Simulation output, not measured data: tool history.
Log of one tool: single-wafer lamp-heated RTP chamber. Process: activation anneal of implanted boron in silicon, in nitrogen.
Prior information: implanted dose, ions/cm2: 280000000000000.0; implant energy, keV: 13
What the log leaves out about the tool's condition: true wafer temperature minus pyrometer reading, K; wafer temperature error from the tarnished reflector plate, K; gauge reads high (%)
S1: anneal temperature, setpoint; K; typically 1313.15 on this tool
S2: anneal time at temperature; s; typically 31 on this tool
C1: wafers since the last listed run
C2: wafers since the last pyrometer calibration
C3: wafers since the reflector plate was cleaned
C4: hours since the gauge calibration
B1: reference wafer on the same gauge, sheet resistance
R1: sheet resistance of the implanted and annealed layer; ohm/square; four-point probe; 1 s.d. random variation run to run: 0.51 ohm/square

{"run": 1, "day": 0.0, "S1": 1313.15, "S2": 27, "C1": 0, "C2": 7775, "C3": 9484, "C4": 3406.4, "B1": 391.7, "R1": 334.2}
{"run": 2, "day": 3.529, "S1": 1332.15, "S2": 31, "C1": 1490, "C2": 9266, "C3": 10975, "C4": 3491.1, "B1": 391.54, "R1": 332.27}
{"run": 3, "day": 5.412, "S1": 1332.15, "S2": 31, "C1": 795, "C2": 10061, "C3": 11771, "C4": 3536.3, "B1": 391.36, "R1": 332.98}
{"run": 4, "day": 9.058, "S1": 1332.15, "S2": 31, "C1": 1540, "C2": 11601, "C3": 13311, "C4": 3623.8, "B1": 391.17, "R1": 331.93}
{"day": 11.192, "done": "reflector plate cleaned"}
{"day": 11.804, "done": "pyrometer window cleaned and pyrometer calibrated"}
{"run": 5, "day": 12.942, "S1": 1313.15, "S2": 31, "C1": 1358, "C2": 480, "C3": 598, "C4": 3717.0, "B1": 391.03, "R1": 332.86}
{"run": 6, "day": 16.196, "S1": 1313.15, "S2": 31, "C1": 1374, "C2": 1855, "C3": 1972, "C4": 3795.1, "B1": 390.93, "R1": 334.3}
{"run": 7, "day": 19.046, "S1": 1322.15, "S2": 31, "C1": 1204, "C2": 3059, "C3": 3176, "C4": 3863.5, "B1": 390.87, "R1": 332.06}
{"run": 8, "day": 22.329, "S1": 1322.15, "S2": 31, "C1": 1387, "C2": 4446, "C3": 4564, "C4": 3942.3, "B1": 390.67, "R1": 332.64}
{"run": 9, "day": 25.067, "S1": 1322.15, "S2": 31, "C1": 1156, "C2": 5603, "C3": 5720, "C4": 4008.0, "B1": 390.58, "R1": 332.93}
{"run": 10, "day": 26.658, "S1": 1313.15, "S2": 31, "C1": 672, "C2": 6275, "C3": 6393, "C4": 4046.2, "B1": 390.52, "R1": 333.34}
{"run": 11, "day": 29.596, "S1": 1305.15, "S2": 22, "C1": 1241, "C2": 7516, "C3": 7634, "C4": 4116.7, "B1": 390.53, "R1": 335.17}
{"run": 12, "day": 31.717, "S1": 1305.15, "S2": 22, "C1": 895, "C2": 8412, "C3": 8530, "C4": 4167.6, "B1": 390.31, "R1": 335.6}
{"run": 13, "day": 33.571, "S1": 1313.15, "S2": 45, "C1": 783, "C2": 9195, "C3": 9313, "C4": 4212.1, "B1": 390.35, "R1": 331.11}
{"run": 14, "day": 35.321, "S1": 1313.15, "S2": 31, "C1": 739, "C2": 9935, "C3": 10052, "C4": 4254.1, "B1": 390.12, "R1": 332.06}
{"day": 36.467, "done": "gauge calibrated"}
{"run": 15, "day": 38.854, "S1": 1313.15, "S2": 31, "C1": 1492, "C2": 11427, "C3": 11545, "C4": 57.3, "B1": 397.37, "R1": 338.91}
{"day": 41.596, "done": "pyrometer window cleaned and pyrometer calibrated"}
{"run": 16, "day": 41.9, "S1": 1313.15, "S2": 31, "C1": 1145, "C2": 128, "C3": 12691, "C4": 130.4, "B1": 397.27, "R1": 339.43}
{"run": 17, "day": 44.708, "S1": 1313.15, "S2": 18, "C1": 1186, "C2": 1314, "C3": 13877, "C4": 197.8, "B1": 397.16, "R1": 341.47}
{"run": 18, "day": 46.9, "S1": 1313.15, "S2": 41, "C1": 925, "C2": 2240, "C3": 14803, "C4": 250.4, "B1": 397.17, "R1": 338.38}
{"day": 47.5, "done": "reflector plate cleaned"}
{"run": 19, "day": 48.412, "S1": 1337.15, "S2": 31, "C1": 498, "C2": 2738, "C3": 385, "C4": 286.7, "B1": 396.99, "R1": 337.76}
{"run": 20, "day": 52.771, "S1": 1301.15, "S2": 22, "C1": 1841, "C2": 4580, "C3": 2226, "C4": 391.3, "B1": 396.73, "R1": 340.14}
{"run": 21, "day": 65.762, "S1": 1298.15, "S2": 39, "C1": 5488, "C2": 10068, "C3": 7715, "C4": 703.1, "B1": 396.38, "R1": 338.4}
{"run": 22, "day": 67.812, "S1": 1298.15, "S2": 26, "C1": 866, "C2": 10934, "C3": 8581, "C4": 752.3, "B1": 396.14, "R1": 338.96}
{"run": 23, "day": 70.317, "S1": 1313.15, "S2": 31, "C1": 1057, "C2": 11992, "C3": 9639, "C4": 812.4, "B1": 396.02, "R1": 337.39}
{"run": 24, "day": 73.867, "S1": 1303.15, "S2": 45, "C1": 1499, "C2": 13492, "C3": 11139, "C4": 897.6, "B1": 396.09, "R1": 336.25}
{"day": 76.908, "done": "pyrometer window cleaned and pyrometer calibrated"}
{"run": 25, "day": 77.45, "S1": 1323.15, "S2": 19, "C1": 1373, "C2": 228, "C3": 12512, "C4": 983.6, "B1": 395.77, "R1": 338.06}
{"run": 26, "day": 79.083, "S1": 1323.15, "S2": 19, "C1": 690, "C2": 918, "C3": 13202, "C4": 1022.8, "B1": 395.7, "R1": 337.8}
{"run": 27, "day": 80.692, "S1": 1333.15, "S2": 46, "C1": 679, "C2": 1597, "C3": 13881, "C4": 1061.4, "B1": 395.77, "R1": 333.85}
{"day": 82.279, "done": "reflector plate cleaned"}
{"run": 28, "day": 85.175, "S1": 1313.15, "S2": 31, "C1": 1753, "C2": 3350, "C3": 1223, "C4": 1169.0, "B1": 395.56, "R1": 337.43}
{"run": 29, "day": 89.638, "S1": 1321.15, "S2": 15, "C1": 1885, "C2": 5236, "C3": 3108, "C4": 1276.1, "B1": 395.38, "R1": 339.0}
{"run": 30, "day": 92.925, "S1": 1304.15, "S2": 24, "C1": 1388, "C2": 6624, "C3": 4497, "C4": 1355.0, "B1": 395.08, "R1": 338.81}
{"run": 31, "day": 95.162, "S1": 1299.15, "S2": 31, "C1": 945, "C2": 7570, "C3": 5443, "C4": 1408.7, "B1": 395.14, "R1": 338.84}
{"run": 32, "day": 96.875, "S1": 1300.15, "S2": 31, "C1": 723, "C2": 8293, "C3": 6166, "C4": 1449.8, "B1": 394.97, "R1": 338.15}
{"run": 33, "day": 101.3, "S1": 1335.15, "S2": 17, "C1": 1869, "C2": 10163, "C3": 8035, "C4": 1556.0, "B1": 394.8, "R1": 337.92}
{"run": 34, "day": 103.279, "S1": 1313.15, "S2": 31, "C1": 836, "C2": 10999, "C3": 8872, "C4": 1603.5, "B1": 394.76, "R1": 337.18}
{"run": 35, "day": 106.321, "S1": 1294.15, "S2": 44, "C1": 1285, "C2": 12284, "C3": 10157, "C4": 1676.5, "B1": 394.6, "R1": 335.9}
{"day": 109.492, "done": "pyrometer window cleaned and pyrometer calibrated"}
{"run": 36, "day": 109.829, "S1": 1325.15, "S2": 26, "C1": 1341, "C2": 141, "C3": 11498, "C4": 1760.7, "B1": 394.47, "R1": 335.52}

For each entry between runs, how does the tool's hidden state at the last listed run before it compare with that at the first listed run after it?
Logged between run 4 and run 5: reflector plate cleaned (day 11.192); pyrometer window cleaned and pyrometer calibrated (day 11.804)
  gauge reads high (%): -1.44 -> -1.48
  measured result minus the result with no hidden state, R1: -4.86 -> -5.00 ohm/square
Logged between run 14 and run 15: gauge calibrated (day 36.467)
  gauge reads high (%): -1.71 -> 0.0936
  measured result minus the result with no hidden state, R1: -5.77 -> +0.32 ohm/square
Logged between run 15 and run 16: pyrometer window cleaned and pyrometer calibrated (day 41.596)
  gauge reads high (%): 0.0936 -> 0.0627
  measured result minus the result with no hidden state, R1: +0.32 -> +0.21 ohm/square
Logged between run 18 and run 19: reflector plate cleaned (day 47.500)
  gauge reads high (%): 0.012 -> -0.00333
  measured result minus the result with no hidden state, R1: +0.04 -> -0.01 ohm/square
Logged between run 24 and run 25: pyrometer window cleaned and pyrometer calibrated (day 76.908)
  gauge reads high (%): -0.261 -> -0.298
  measured result minus the result with no hidden state, R1: -0.88 -> -1.01 ohm/square
Logged between run 27 and run 28: reflector plate cleaned (day 82.279)
  gauge reads high (%): -0.331 -> -0.376
  measured result minus the result with no hidden state, R1: -1.11 -> -1.28 ohm/square
Logged between run 35 and run 36: pyrometer window cleaned and pyrometer calibrated (day 109.492)
  gauge reads high (%): -0.591 -> -0.626
  measured result minus the result with no hidden state, R1: -1.99 -> -2.11 ohm/square
